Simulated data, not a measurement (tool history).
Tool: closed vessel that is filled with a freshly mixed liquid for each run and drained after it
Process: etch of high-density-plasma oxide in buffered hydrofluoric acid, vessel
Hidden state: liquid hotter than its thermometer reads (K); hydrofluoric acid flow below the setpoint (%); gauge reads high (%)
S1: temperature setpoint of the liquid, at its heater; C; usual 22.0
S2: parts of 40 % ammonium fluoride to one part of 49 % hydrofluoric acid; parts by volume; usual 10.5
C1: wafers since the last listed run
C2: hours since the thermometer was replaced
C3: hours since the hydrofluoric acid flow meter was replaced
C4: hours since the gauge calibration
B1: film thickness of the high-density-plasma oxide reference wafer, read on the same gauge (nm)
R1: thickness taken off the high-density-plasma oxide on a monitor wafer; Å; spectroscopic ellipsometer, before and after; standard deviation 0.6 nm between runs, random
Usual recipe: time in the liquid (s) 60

Run 1, hour 0.0: usual settings but S2 9.0 parts by volume; C1 0; C2 1092.5; C3 1450.1; C4 1521.3; B1 69.99. Result: R1 1183.0 Å.
At hour 0.6: gauge calibrated.
Run 2, hour 31.8: usual settings but time in the liquid (s) 40; C1 4364; C2 1124.3; C3 1481.9; C4 31.2; B1 69.97. Result: R1 706.1 Å.
Run 3, hour 46.7: usual settings but S1 20.0 C, time in the liquid (s) 80; C1 2045; C2 1139.2; C3 1496.8; C4 46.1; B1 70.01. Result: R1 1275.7 Å.
Run 4, hour 71.6: usual settings; C1 3417; C2 1164.1; C3 1521.7; C4 71.0; B1 69.99. Result: R1 1060.6 Å.
At hour 91.6: thermometer replaced.
Run 5, hour 101.2: usual settings; C1 3925; C2 9.6; C3 1551.3; C4 100.6; B1 70.00. Result: R1 1009.2 Å.
Run 6, hour 115.6: usual settings but time in the liquid (s) 80; C1 1976; C2 24.0; C3 1565.7; C4 115.0; B1 70.03. Result: R1 1345.1 Å.
Run 7, hour 130.8: usual settings but time in the liquid (s) 80; C1 2086; C2 39.2; C3 1580.9; C4 130.2; B1 70.01. Result: R1 1342.7 Å.
Run 8, hour 155.1: usual settings but time in the liquid (s) 45; C1 3335; C2 63.5; C3 1605.2; C4 154.5; B1 70.05. Result: R1 754.9 Å.
Run 9, hour 190.0: usual settings; C1 4790; C2 98.4; C3 1640.1; C4 189.4; B1 70.02. Result: R1 1017.5 Å.
Run 10, hour 223.3: usual settings but S1 25.5 C, S2 13.0 parts by volume, time in the liquid (s) 30; C1 4570; C2 131.7; C3 1673.4; C4 222.7; B1 70.00. Result: R1 500.7 Å.
At hour 226.3: hydrofluoric acid flow meter replaced.
Run 11, hour 236.3: usual settings; C1 1647; C2 144.7; C3 10.0; C4 235.7; B1 70.03. Result: R1 1009.2 Å.
Run 12, hour 253.9: usual settings but S1 23.5 C, S2 12.5 parts by volume, time in the liquid (s) 40; C1 2415; C2 162.3; C3 27.6; C4 253.3; B1 70.04. Result: R1 623.7 Å.
Run 13, hour 277.9: usual settings but S1 18.5 C; C1 3294; C2 186.3; C3 51.6; C4 277.3; B1 70.00. Result: R1 837.3 Å.
Run 14, hour 299.5: usual settings but S2 12.0 parts by volume, time in the liquid (s) 40; C1 2964; C2 207.9; C3 73.2; C4 298.9; B1 69.99. Result: R1 598.3 Å.
Run 15, hour 334.2: usual settings but S1 27.0 C, time in the liquid (s) 45; C1 4762; C2 242.6; C3 107.9; C4 333.6; B1 70.01. Result: R1 1009.8 Å.
Run 16, hour 348.1: usual settings but S1 18.5 C, S2 7.0 parts by volume, time in the liquid (s) 35; C1 1907; C2 256.5; C3 121.8; C4 347.5; B1 70.02. Result: R1 708.8 Å.
Run 17, hour 378.5: usual settings; C1 4172; C2 286.9; C3 152.2; C4 377.9; B1 69.99. Result: R1 1023.2 Å.
Run 18, hour 406.9: usual settings; C1 3898; C2 315.3; C3 180.6; C4 406.3; B1 70.03. Result: R1 1021.4 Å.
Run 19, hour 432.3: usual settings but S1 24.5 C, S2 8.0 parts by volume, time in the liquid (s) 50; C1 3486; C2 340.7; C3 206.0; C4 431.7; B1 70.00. Result: R1 1255.4 Å.
Run 20, hour 465.8: usual settings but S1 19.5 C; C1 4598; C2 374.2; C3 239.5; C4 465.2; B1 69.97. Result: R1 892.9 Å.
Run 21, hour 492.2: usual settings but S1 26.5 C, S2 9.0 parts by volume, time in the liquid (s) 85; C1 3623; C2 400.6; C3 265.9; C4 491.6; B1 70.03. Result: R1 2077.6 Å.
Run 22, hour 507.9: usual settings but S1 24.5 C, S2 8.0 parts by volume, time in the liquid (s) 75; C1 2154; C2 416.3; C3 281.6; C4 507.3; B1 70.03. Result: R1 1868.9 Å.
Run 23, hour 531.6: usual settings; C1 3253; C2 440.0; C3 305.3; C4 531.0; B1 70.02. Result: R1 1037.4 Å.
Run 24, hour 564.0: usual settings; C1 4447; C2 472.4; C3 337.7; C4 563.4; B1 70.02. Result: R1 1016.8 Å.
Run 25, hour 591.5: usual settings; C1 3774; C2 499.9; C3 365.2; C4 590.9; B1 70.04. Result: R1 1038.1 Å.
Run 26, hour 622.4: usual settings but S1 26.5 C, S2 11.5 parts by volume, time in the liquid (s) 80; C1 4241; C2 530.8; C3 396.1; C4 621.8; B1 70.00. Result: R1 1603.7 Å.
Run 27, hour 644.9: usual settings; C1 3088; C2 553.3; C3 418.6; C4 644.3; B1 70.06. Result: R1 1029.5 Å.
Run 28, hour 668.3: usual settings; C1 3211; C2 576.7; C3 442.0; C4 667.7; B1 70.07. Result: R1 1039.8 Å.
Run 29, hour 692.7: usual settings but S1 17.5 C, S2 8.5 parts by volume, time in the liquid (s) 40; C1 3349; C2 601.1; C3 466.4; C4 692.1; B1 69.95. Result: R1 640.3 Å.
Run 30, hour 725.9: usual settings but S1 25.0 C, time in the liquid (s) 95; C1 4557; C2 634.3; C3 499.6; C4 725.3; B1 69.98. Result: R1 1919.2 Å.
Run 31, hour 748.5: usual settings but S2 9.5 parts by volume, time in the liquid (s) 30; C1 3102; C2 656.9; C3 522.2; C4 747.9; B1 70.00. Result: R1 565.1 Å.

Alternative continuations, all from the tool just after run 31; predict every row:
Run A, hour 749.2: usual settings; C1 96; C2 657.6; C3 522.9; C4 748.6; B1 ?. Result: R1 ?.
Run B, hour 749.2: usual settings but S1 24.0 C, S2 14.0 parts by volume; C1 96; C2 657.6; C3 522.9; C4 748.6; B1 ?. Result: R1 ?.
Run C, hour 749.2: usual settings but S1 18.5 C, S2 12.5 parts by volume, time in the liquid (s) 85; C1 96; C2 657.6; C3 522.9; C4 748.6; B1 ?. Result: R1 ?.
Run D, hour 749.2: usual settings but S2 7.5 parts by volume; C1 96; C2 657.6; C3 522.9; C4 748.6; B1 ?. Result: R1 ?.

run     B1      R1
  A  70.02  1031.8
  B  70.02   868.9
  C  70.02  1014.5
  D  70.02  1408.7
Without the tool's unlogged condition, the same runs would have read:
run      R1
  A   998.2
  B   840.9
  C   980.7
  D  1362.9

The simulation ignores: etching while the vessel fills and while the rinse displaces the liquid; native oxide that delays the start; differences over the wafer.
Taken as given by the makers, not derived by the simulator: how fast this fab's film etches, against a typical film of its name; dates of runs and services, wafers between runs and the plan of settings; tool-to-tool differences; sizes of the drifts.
